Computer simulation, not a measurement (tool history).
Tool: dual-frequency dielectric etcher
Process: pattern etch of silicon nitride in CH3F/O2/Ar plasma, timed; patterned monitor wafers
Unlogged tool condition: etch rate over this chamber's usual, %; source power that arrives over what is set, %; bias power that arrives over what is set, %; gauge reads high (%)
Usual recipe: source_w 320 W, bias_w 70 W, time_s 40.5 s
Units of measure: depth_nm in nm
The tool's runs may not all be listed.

run,hour,source_w,bias_w,time_s,wafers since the last listed run,hours since the last wet clean,hours since the last source power generator calibration,hours since the last bias power generator calibration,hours since the last upper electrode change,hours since the gauge calibration,"read-back reference wafer on the same gauge, depth_nm",depth_nm
1,0.0,320,70,40.5,0,66.1,2902.9,2475.1,2214.5,498.2,25.18,29.18
2,24.3,320,70,40.5,300,90.4,2927.2,2499.4,2238.8,522.5,25.24,28.97
3,73.7,320,70,40.5,611,139.8,2976.6,2548.8,2288.2,571.9,25.20,28.75
4,119.5,320,70,40.5,567,185.6,3022.4,2594.6,2334.0,617.7,25.17,28.46
5,154.2,320,70,40.5,429,220.3,3057.1,2629.3,2368.7,652.4,25.15,28.24
6,193.2,320,70,40.5,483,259.3,3096.1,2668.3,2407.7,691.4,25.22,28.24
7,262.1,320,70,45.0,853,328.2,3165.0,2737.2,2476.6,760.3,25.25,31.24
# hour 292.5: bias power generator calibrated
# hour 293.9: gauge calibrated
# hour 294.0: wet clean of the chamber
8,320.3,260,64,34.5,652,26.3,3223.2,27.8,2534.8,26.4,25.21,22.90
# hour 503.7: source power generator calibrated
9,521.4,320,70,46.5,2441,227.4,17.7,228.9,2735.9,227.5,25.17,32.08
# hour 547.7: upper electrode replaced
10,603.4,320,70,40.5,718,309.4,99.7,310.9,55.7,309.5,25.20,27.96
# hour 634.4: wet clean of the chamber
11,639.3,320,70,40.5,147,4.9,135.6,346.8,91.6,345.4,25.25,28.99
12,707.2,240,77,50.0,840,72.8,203.5,414.7,159.5,413.3,25.15,33.00
13,767.2,320,54,35.5,743,132.8,263.5,474.7,219.5,473.3,25.18,23.64
14,800.9,320,53,40.5,417,166.5,297.2,508.4,253.2,507.0,25.21,26.91

List, for all runs, the conditions of the tool that the log does not record:
source power that arrives over what is set, %: 0 in every run
bias power that arrives over what is set, %: 0 in every run
gauge reads high (%): 0 in every run
H1: etch rate over this chamber's usual, %
run,H1
1,-0.315
2,-0.627
3,-1.26
4,-1.85
5,-2.29
6,-2.79
7,-3.68
8,-0.615
9,-3.19
10,-4.25
11,-0.486
12,-1.36
13,-2.13
14,-2.56
